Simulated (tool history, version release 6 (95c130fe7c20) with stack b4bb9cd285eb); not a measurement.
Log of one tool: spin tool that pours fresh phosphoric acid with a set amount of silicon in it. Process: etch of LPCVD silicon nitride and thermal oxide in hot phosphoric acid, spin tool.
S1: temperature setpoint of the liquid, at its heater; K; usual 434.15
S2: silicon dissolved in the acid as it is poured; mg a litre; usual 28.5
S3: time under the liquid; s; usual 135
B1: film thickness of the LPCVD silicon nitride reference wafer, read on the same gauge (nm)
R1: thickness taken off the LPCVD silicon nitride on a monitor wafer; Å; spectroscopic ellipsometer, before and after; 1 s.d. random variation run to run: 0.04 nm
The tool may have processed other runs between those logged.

run,hour,S1,S2,S3,B1,R1
1,0.0,434.15,28.5,135,129.96,111.0
2,26.9,434.15,28.5,135,130.00,110.7
3,50.9,435.15,45.5,135,130.02,114.5
4,74.9,435.15,45.5,135,129.97,114.0
5,96.9,434.15,28.5,135,129.98,110.7
6,129.0,434.15,28.5,135,130.06,111.0
7,153.1,434.15,28.5,135,129.96,110.6
8,165.2,434.15,28.5,135,129.97,110.1
9,192.9,435.15,28.5,105,130.00,87.9
10,218.7,434.15,28.5,135,130.02,109.0
11,248.6,432.15,50.0,105,129.98,79.5
12,266.3,434.15,37.0,185,129.99,149.7
13,297.2,434.15,8.5,135,130.03,109.2
14,314.4,434.15,28.5,135,130.04,109.2
# hour 325.4: dissolved silicon flow meter replaced
15,335.9,436.15,16.0,100,130.00,86.2
# hour 370.9: thermometer replaced
# hour 375.6: gauge calibrated
# hour 387.7: heated supply line repaired
16,416.9,434.15,28.5,135,130.01,118.5
17,510.4,433.15,17.5,60,130.00,50.7

What if the next run were any one of these 4? Each begins from the tool's condition after run 17:
A,510.9,434.15,28.5,135,?,?
B,510.9,435.15,12.0,135,?,?
C,510.9,434.15,28.5,105,?,?
D,510.9,434.15,28.5,90,?,?

run,B1,R1
A,129.99,118.4
B,129.99,122.4
C,129.99,92.1
D,129.99,78.9
With the hidden condition removed and each run's random variation left untouched, the same runs would have given:
run,R1
A,120.2
B,124.3
C,93.5
D,80.2

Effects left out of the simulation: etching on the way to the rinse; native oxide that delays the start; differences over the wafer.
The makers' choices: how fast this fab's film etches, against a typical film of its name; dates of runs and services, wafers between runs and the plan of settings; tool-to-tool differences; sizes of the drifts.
